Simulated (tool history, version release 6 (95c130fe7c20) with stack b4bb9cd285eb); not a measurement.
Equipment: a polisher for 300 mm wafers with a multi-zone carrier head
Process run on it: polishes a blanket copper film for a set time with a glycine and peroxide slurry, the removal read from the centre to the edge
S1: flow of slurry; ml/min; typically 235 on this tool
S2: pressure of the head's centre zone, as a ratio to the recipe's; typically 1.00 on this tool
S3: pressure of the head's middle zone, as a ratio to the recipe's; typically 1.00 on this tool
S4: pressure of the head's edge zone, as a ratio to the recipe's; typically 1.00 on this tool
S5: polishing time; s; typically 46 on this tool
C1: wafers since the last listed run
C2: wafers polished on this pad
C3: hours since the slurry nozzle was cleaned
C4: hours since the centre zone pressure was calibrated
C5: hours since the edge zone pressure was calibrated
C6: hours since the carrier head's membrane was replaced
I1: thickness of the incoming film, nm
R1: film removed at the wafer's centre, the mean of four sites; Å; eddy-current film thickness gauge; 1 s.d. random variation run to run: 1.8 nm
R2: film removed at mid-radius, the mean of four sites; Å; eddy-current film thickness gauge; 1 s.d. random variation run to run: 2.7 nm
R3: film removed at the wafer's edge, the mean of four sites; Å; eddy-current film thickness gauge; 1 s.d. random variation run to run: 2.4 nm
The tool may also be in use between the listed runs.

run	hour	S1	S2	S3	S4	S5	C1	C2	C3	C4	C5	C6	I1	R1	R2	R3
1	0.0	235	1.00	1.00	1.00	59	0	152	135.6	1439.1	1015.5	1011.3	1976.9	2386	2299	2284
2	14.1	235	1.00	1.00	1.00	46	152	305	149.7	1453.2	1029.6	1025.4	1952.2	1821	1874	1828
3	37.4	235	1.00	1.00	1.00	46	252	557	173.0	1476.5	1052.9	1048.7	1947.5	1825	1821	1786
4	62.8	235	1.00	1.00	1.00	46	275	832	198.4	1501.9	1078.3	1074.1	1962.0	1806	1779	1783
5	96.6	235	1.00	1.00	1.00	46	366	1198	232.2	1535.7	1112.1	1107.9	1982.3	1820	1825	1742
6	113.9	235	1.00	1.00	1.00	46	187	1386	249.5	1553.0	1129.4	1125.2	1976.9	1785	1842	1753
# hour 134.2: carrier head's membrane replaced by a new one
# hour 148.6: worn pad replaced by a new one
7	149.1	235	1.00	1.09	1.00	46	283	5	284.7	1588.2	1164.6	14.9	1949.9	1778	1841	1751
8	164.3	235	1.00	1.09	1.00	46	164	169	299.9	1603.4	1179.8	30.1	1973.5	1790	1892	1733
# hour 167.7: centre zone pressure recalibrated
9	230.2	165	1.05	1.11	1.00	46	692	862	365.8	62.5	1245.7	96.0	1949.0	1656	1741	1635
# hour 250.3: slurry nozzle cleaned
10	252.4	170	0.96	1.00	1.00	46	229	1091	2.1	84.7	1267.9	118.2	1987.1	1681	1764	1757
11	269.0	185	1.00	1.00	1.00	36	179	1271	18.7	101.3	1284.5	134.8	1994.0	1362	1382	1339
12	284.0	305	0.95	1.00	1.10	46	162	1434	33.7	116.3	1299.5	149.8	1946.1	1809	1867	1942
# hour 297.9: worn pad replaced by a new one
# hour 300.3: edge zone pressure recalibrated
13	308.5	235	1.00	1.00	0.91	38	200	92	58.2	140.8	8.2	174.3	1986.1	1515	1513	1433
14	329.2	235	1.00	0.90	0.90	46	224	316	78.9	161.5	28.9	195.0	1997.8	1835	1713	1717
15	353.9	235	1.00	0.91	0.93	46	267	584	103.6	186.2	53.6	219.7	2002.4	1826	1741	1708
16	372.5	235	1.00	0.90	1.00	46	201	786	122.2	204.8	72.2	238.3	1972.8	1828	1696	1800
17	402.5	235	1.00	1.00	1.00	46	325	1111	152.2	234.8	102.2	268.3	1977.4	1844	1851	1794
18	417.8	265	1.00	1.00	1.00	46	165	1276	167.5	250.1	117.5	283.6	1933.1	1907	1901	1775
19	439.5	265	1.00	1.00	1.00	46	235	1512	189.2	271.8	139.2	305.3	1941.2	1861	1873	1833
# hour 447.9: worn pad replaced by a new one
20	461.8	290	1.00	1.00	0.95	33	198	150	211.5	294.1	161.5	327.6	2009.9	1323	1349	1282
21	488.5	235	1.00	0.95	1.00	46	289	439	238.2	320.8	188.2	354.3	1954.9	1805	1738	1803
22	535.6	235	1.00	1.00	1.00	59	510	949	285.3	367.9	235.3	401.4	1972.7	2333	2296	2269
23	553.2	210	1.00	1.00	1.08	38	190	1140	302.9	385.5	252.9	419.0	1980.3	1437	1481	1487

What the log doesn't show, run by run:
removal rate lost through wear of the pad, %: 0, the same for each run
deviation of the centre zone's pressure from its setpoint, %: 0, the same for each run
deviation of the edge zone's pressure from its setpoint, %: 0, the same for each run
H1: slurry flow missing at the pad, %
run	H1
1	7.93
2	8.71
3	10.2
4	12
5	14.8
6	16.4
7	20.1
8	21.8
9	30.3
10	2.33
11	2.4
12	2.55
13	2.99
14	3.54
15	4.42
16	5.23
17	6.83
18	7.78
19	9.28
20	11
21	13.4
22	18.1
23	20.1
